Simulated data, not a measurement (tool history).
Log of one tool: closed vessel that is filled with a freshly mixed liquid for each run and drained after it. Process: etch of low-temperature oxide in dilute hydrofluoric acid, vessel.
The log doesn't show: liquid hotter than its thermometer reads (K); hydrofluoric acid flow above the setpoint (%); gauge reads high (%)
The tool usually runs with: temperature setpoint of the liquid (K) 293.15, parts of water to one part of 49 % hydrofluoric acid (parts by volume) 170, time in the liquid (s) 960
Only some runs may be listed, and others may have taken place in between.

run	hour	temperature setpoint of the liquid (K)	parts of water to one part of 49 % hydrofluoric acid (parts by volume)	time in the liquid (s)	wafers since the last listed run	hours since the thermometer was replaced	hours since the hydrofluoric acid flow meter was replaced	hours since the gauge calibration	read-back film thickness of the low-temperature oxide reference wafer, read on the same gauge (nm)	thickness taken off the low-temperature oxide on a monitor wafer (Å)
1	0	293.15	170	960	0	2028	2020.8	548.2	145.62	522.6
2	14.6	295.15	170	960	757	2042.6	2035.4	562.8	145.58	563.8
3	32.9	295.15	170	960	949	2060.9	2053.7	581.1	145.5	562.6
4	62.6	293.15	220	960	1541	2090.6	2083.4	610.8	145.4	384.9
5	92	293.15	220	960	1525	2120	2112.8	640.2	145.3	383.4
6	140.9	293.15	170	960	2537	2168.9	2161.7	689.1	145.17	523.4
7	160.6	293.15	170	960	1022	2188.6	2181.4	708.8	145.11	524.6
8	182.8	294.65	135	960	1152	2210.8	2203.6	731	145.05	720.5
# hour 195.5: hydrofluoric acid flow meter replaced
9	196	291.15	170	1355	633	2224	0.5	744.2	145.02	683.4
# hour 215.1: thermometer replaced
10	225.8	293.15	170	575	1494	10.7	30.3	774	144.95	313.6
11	254.3	290.15	145	1160	1479	39.2	58.8	802.5	144.9	666.9
12	280.5	295.15	170	960	1359	65.4	85	828.7	144.83	563.8
13	300.1	291.15	170	960	1017	85	104.6	848.3	144.8	480.8
14	329.5	293.15	210	960	1525	114.4	134	877.7	144.75	406.2
15	353.9	293.15	170	960	1266	138.8	158.4	902.1	144.71	519
# hour 400.5: gauge calibrated
16	405.5	293.15	170	960	2678	190.4	210	5	150.77	535.8
17	420.8	298.15	170	685	794	205.7	225.3	20.3	150.5	466.3
18	450.1	293.15	125	715	1520	235	254.6	49.6	150.01	575.1
19	473.1	293.15	140	1345	1193	258	277.6	72.6	149.64	940.8
20	498.4	296.65	195	1380	1313	283.3	302.9	97.9	149.24	753.5
21	520	293.15	135	960	1121	304.9	324.5	119.5	148.92	701.5
22	543.8	293.15	170	960	1235	328.7	348.3	143.3	148.63	539.2
23	569.6	291.15	170	1355	1339	354.5	374.1	169.1	148.29	689.9
24	591.8	293.15	170	960	1152	376.7	396.3	191.3	148.04	530
25	618.3	293.15	255	425	1375	403.2	422.8	217.8	147.77	145.1
26	632.7	291.15	240	695	747	417.6	437.2	232.2	147.63	234.2
27	659.7	293.15	170	960	1401	444.6	464.2	259.2	147.36	527.5
28	694.3	293.15	170	540	1795	479.2	498.8	293.8	147.06	300.8
29	718.7	293.15	170	500	1266	503.6	523.2	318.2	146.86	277.7
30	733.7	293.15	170	960	778	518.6	538.2	333.2	146.74	527.4
31	759.7	290.65	90	405	1349	544.6	564.2	359.2	146.56	414.5

Same runs, no hidden state in the tool, same run-to-run variation:
run	thickness taken off the low-temperature oxide on a monitor wafer (Å)
1	538.2
2	581
3	580
4	397
5	395.8
6	540.8
7	542.3
8	745.1
9	706.9
10	324.5
11	690.5
12	583.9
13	498
14	420.9
15	538
16	533.1
17	464.8
18	575.2
19	943.3
20	757.3
21	706.5
22	544.2
23	697.7
24	537
25	147.3
26	238
27	537
28	306.8
29	283.6
30	539.1
31	424.3

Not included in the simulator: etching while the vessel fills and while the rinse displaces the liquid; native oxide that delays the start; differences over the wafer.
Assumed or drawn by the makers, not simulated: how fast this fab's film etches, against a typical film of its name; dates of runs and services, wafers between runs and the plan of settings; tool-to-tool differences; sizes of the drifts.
